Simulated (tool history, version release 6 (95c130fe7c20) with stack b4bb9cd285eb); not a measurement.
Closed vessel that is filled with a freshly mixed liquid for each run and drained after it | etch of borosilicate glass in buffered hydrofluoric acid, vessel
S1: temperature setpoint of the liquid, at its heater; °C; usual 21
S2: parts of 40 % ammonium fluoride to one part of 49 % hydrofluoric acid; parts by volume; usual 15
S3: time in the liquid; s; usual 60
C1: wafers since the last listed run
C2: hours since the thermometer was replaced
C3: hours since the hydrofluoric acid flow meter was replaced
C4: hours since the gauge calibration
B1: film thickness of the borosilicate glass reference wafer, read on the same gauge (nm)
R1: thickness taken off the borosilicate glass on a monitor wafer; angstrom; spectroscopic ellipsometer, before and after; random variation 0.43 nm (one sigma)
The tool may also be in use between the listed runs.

| run | hour | S1 | S2 | S3 | C1 | C2 | C3 | C4 | B1 | R1 |
|---|---|---|---|---|---|---|---|---|---|---|
| 1 | 0 | 21 | 15 | 85 | 0 | 1420.2 | 2230.2 | 157.6 | 50.02 | 607.8 |
| 2 | 8.1 | 21 | 19.5 | 60 | 1107 | 1428.3 | 2238.3 | 165.7 | 50.01 | 340.9 |
| 3 | 23.8 | 21 | 19.5 | 60 | 2146 | 1444 | 2254 | 181.4 | 50.01 | 333.1 |
| 4 | 39.8 | 21 | 15 | 60 | 2187 | 1460 | 2270 | 197.4 | 50.02 | 432.2 |
|  | 45.8 | gauge calibrated |
| 5 | 51.9 | 21 | 15 | 60 | 1654 | 1472.1 | 2282.1 | 6.1 | 50.01 | 429.9 |
| 6 | 63.2 | 21 | 15 | 60 | 1544 | 1483.4 | 2293.4 | 17.4 | 50.01 | 431.2 |
| 7 | 74.3 | 21 | 15 | 60 | 1517 | 1494.5 | 2304.5 | 28.5 | 50.01 | 424.8 |
| 8 | 88.6 | 21 | 13.5 | 60 | 1954 | 1508.8 | 2318.8 | 42.8 | 50 | 479.1 |
| 9 | 94.9 | 21 | 13.5 | 60 | 861 | 1515.1 | 2325.1 | 49.1 | 49.97 | 471.5 |
| 10 | 110.9 | 21 | 13.5 | 60 | 2187 | 1531.1 | 2341.1 | 65.1 | 49.98 | 470.8 |
|  | 136 | hydrofluoric acid flow meter replaced |
|  | 154.7 | thermometer replaced |
| 11 | 155.6 | 21 | 11.5 | 60 | 5837 | 0.9 | 19.6 | 109.8 | 49.98 | 566.9 |
| 12 | 161.8 | 19 | 17.5 | 90 | 847 | 7.1 | 25.8 | 116 | 50.01 | 498.6 |
| 13 | 172.2 | 22.5 | 11.5 | 60 | 1421 | 17.5 | 36.2 | 126.4 | 50.02 | 600.4 |
| 14 | 182.2 | 19 | 12 | 60 | 1367 | 27.5 | 46.2 | 136.4 | 50 | 482.7 |
| 15 | 196.4 | 24.5 | 12 | 45 | 1941 | 41.7 | 60.4 | 150.6 | 49.98 | 488.3 |
|  | 204.6 | gauge calibrated |
| 16 | 213.4 | 25 | 11.5 | 90 | 2323 | 58.7 | 77.4 | 8.8 | 50.02 | 1025.2 |
| 17 | 222.3 | 21 | 15 | 60 | 1216 | 67.6 | 86.3 | 17.7 | 50 | 435.5 |
| 18 | 237.2 | 25 | 15 | 30 | 2036 | 82.5 | 101.2 | 32.6 | 49.98 | 268.1 |
| 19 | 245 | 21 | 15 | 60 | 1066 | 90.3 | 109 | 40.4 | 50.04 | 427.7 |
| 20 | 252.2 | 21 | 15 | 60 | 984 | 97.5 | 116.2 | 47.6 | 50.03 | 430.5 |
| 21 | 269.2 | 21 | 20 | 60 | 2323 | 114.5 | 133.2 | 64.6 | 49.98 | 324.8 |

5 ways to go on from here, each from the tool as it stands after run 21. What would each give?
| A | 269.9 | 21 | 15 | 60 | 95 | 115.2 | 133.9 | 65.3 | ? | ? |
| B | 269.9 | 24 | 15 | 60 | 95 | 115.2 | 133.9 | 65.3 | ? | ? |
| C | 269.9 | 21 | 12 | 60 | 95 | 115.2 | 133.9 | 65.3 | ? | ? |
| D | 269.9 | 23.5 | 18.5 | 60 | 95 | 115.2 | 133.9 | 65.3 | ? | ? |
| E | 269.9 | 19 | 11 | 85 | 95 | 115.2 | 133.9 | 65.3 | ? | ? |

| run | B1 | R1 |
|---|---|---|
| A | 50.01 | 428.6 |
| B | 50.01 | 504.2 |
| C | 50.01 | 534.5 |
| D | 50.01 | 398.7 |
| E | 50.01 | 739.6 |
Without the tool's hidden state the same runs would have given:
| run | R1 |
|---|---|
| A | 428.6 |
| B | 504.2 |
| C | 534.5 |
| D | 398.7 |
| E | 739.6 |
